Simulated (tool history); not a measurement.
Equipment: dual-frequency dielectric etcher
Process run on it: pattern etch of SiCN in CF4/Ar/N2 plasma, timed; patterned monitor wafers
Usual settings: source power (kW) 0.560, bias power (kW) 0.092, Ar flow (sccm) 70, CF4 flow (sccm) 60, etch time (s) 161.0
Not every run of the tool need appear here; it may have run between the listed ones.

run,hour,source power (kW),bias power (kW),Ar flow (sccm),CF4 flow (sccm),etch time (s),wafers since the last listed run,hours since the last wet clean,hours since the last source power generator calibration,hours since the last bias power generator calibration,hours since the last Ar flow controller change,hours since the last CF4 flow controller change,hours since the last upper electrode change,hours since the gauge calibration,"read-back reference wafer on the same gauge, depth_nm",mean etch depth across the wafer (nm)
1,0.0,0.560,0.092,70,60,161.0,0,397.2,43.6,4534.9,4800.3,28.9,112.6,628.0,229.1,203.4
2,12.4,0.660,0.092,64,60,177.0,115,409.6,56.0,4547.3,4812.7,41.3,125.0,640.4,228.8,259.0
3,34.0,0.560,0.092,70,49,161.0,201,431.2,77.6,4568.9,4834.3,62.9,146.6,662.0,229.0,199.8
4,67.5,0.560,0.109,70,60,161.0,312,464.7,111.1,4602.4,4867.8,96.4,180.1,695.5,229.0,214.4
5,85.5,0.490,0.092,70,67,161.0,168,482.7,129.1,4620.4,4885.8,114.4,198.1,713.5,229.1,185.9
# hour 91.8: gauge calibrated
6,119.9,0.560,0.098,58,60,132.0,321,517.1,163.5,4654.8,4920.2,148.8,232.5,28.1,228.9,174.2
7,133.0,0.560,0.099,83,60,121.0,122,530.2,176.6,4667.9,4933.3,161.9,245.6,41.2,228.8,153.0
# hour 173.8: wet clean of the chamber
8,198.3,0.560,0.092,70,45,205.0,385,24.5,241.9,4733.2,4998.6,227.2,310.9,106.5,228.9,253.7
# hour 210.7: Ar flow controller replaced
9,231.2,0.560,0.092,70,60,161.0,251,57.4,274.8,4766.1,20.5,260.1,343.8,139.4,229.2,204.4
10,263.3,0.560,0.072,70,60,188.5,299,89.5,306.9,4798.2,52.6,292.2,375.9,171.5,228.9,223.8
# hour 277.5: bias power generator calibrated
11,290.1,0.560,0.092,70,60,161.0,212,116.3,333.7,12.6,79.4,319.0,402.7,198.3,228.8,204.5
12,308.1,0.560,0.098,58,60,132.0,168,134.3,351.7,30.6,97.4,337.0,420.7,216.3,228.9,174.6
13,335.0,0.690,0.092,70,60,161.0,251,161.2,378.6,57.5,124.3,363.9,447.6,243.2,229.0,239.6
14,348.2,0.560,0.092,63,47,161.0,123,174.4,391.8,70.7,137.5,377.1,460.8,256.4,229.1,202.6
15,366.4,0.560,0.092,70,60,161.0,169,192.6,410.0,88.9,155.7,395.3,479.0,274.6,228.9,204.2
16,395.2,0.630,0.092,70,60,119.0,268,221.4,438.8,117.7,184.5,424.1,507.8,303.4,229.0,164.8
17,419.7,0.460,0.092,70,56,161.0,228,245.9,463.3,142.2,209.0,448.6,532.3,327.9,229.2,174.7
18,436.2,0.440,0.092,59,60,161.0,154,262.4,479.8,158.7,225.5,465.1,548.8,344.4,228.9,173.1
19,459.7,0.560,0.092,70,60,144.5,219,285.9,503.3,182.2,249.0,488.6,572.3,367.9,229.3,182.6
20,490.5,0.560,0.092,70,60,206.0,287,316.7,534.1,213.0,279.8,519.4,603.1,398.7,228.9,260.9
21,521.3,0.560,0.092,70,60,161.0,287,347.5,564.9,243.8,310.6,550.2,633.9,429.5,229.2,205.4

Below are 4 alternative next runs, each starting from the tool's condition after run 21. Predict each:
A,521.8,0.560,0.092,70,60,161.0,4,348.0,565.4,244.3,311.1,550.7,634.4,430.0,?,?
B,521.8,0.560,0.084,70,70,161.0,4,348.0,565.4,244.3,311.1,550.7,634.4,430.0,?,?
C,521.8,0.520,0.092,75,60,161.0,4,348.0,565.4,244.3,311.1,550.7,634.4,430.0,?,?
D,521.8,0.600,0.092,82,60,161.0,4,348.0,565.4,244.3,311.1,550.7,634.4,430.0,?,?

run,"read-back reference wafer on the same gauge, depth_nm",mean etch depth across the wafer (nm)
A,229.1,204.6
B,229.1,201.7
C,229.1,191.7
D,229.1,211.3
What these runs would have given with no unlogged condition in the tool:
run,mean etch depth across the wafer (nm)
A,204.6
B,201.7
C,191.7
D,211.3
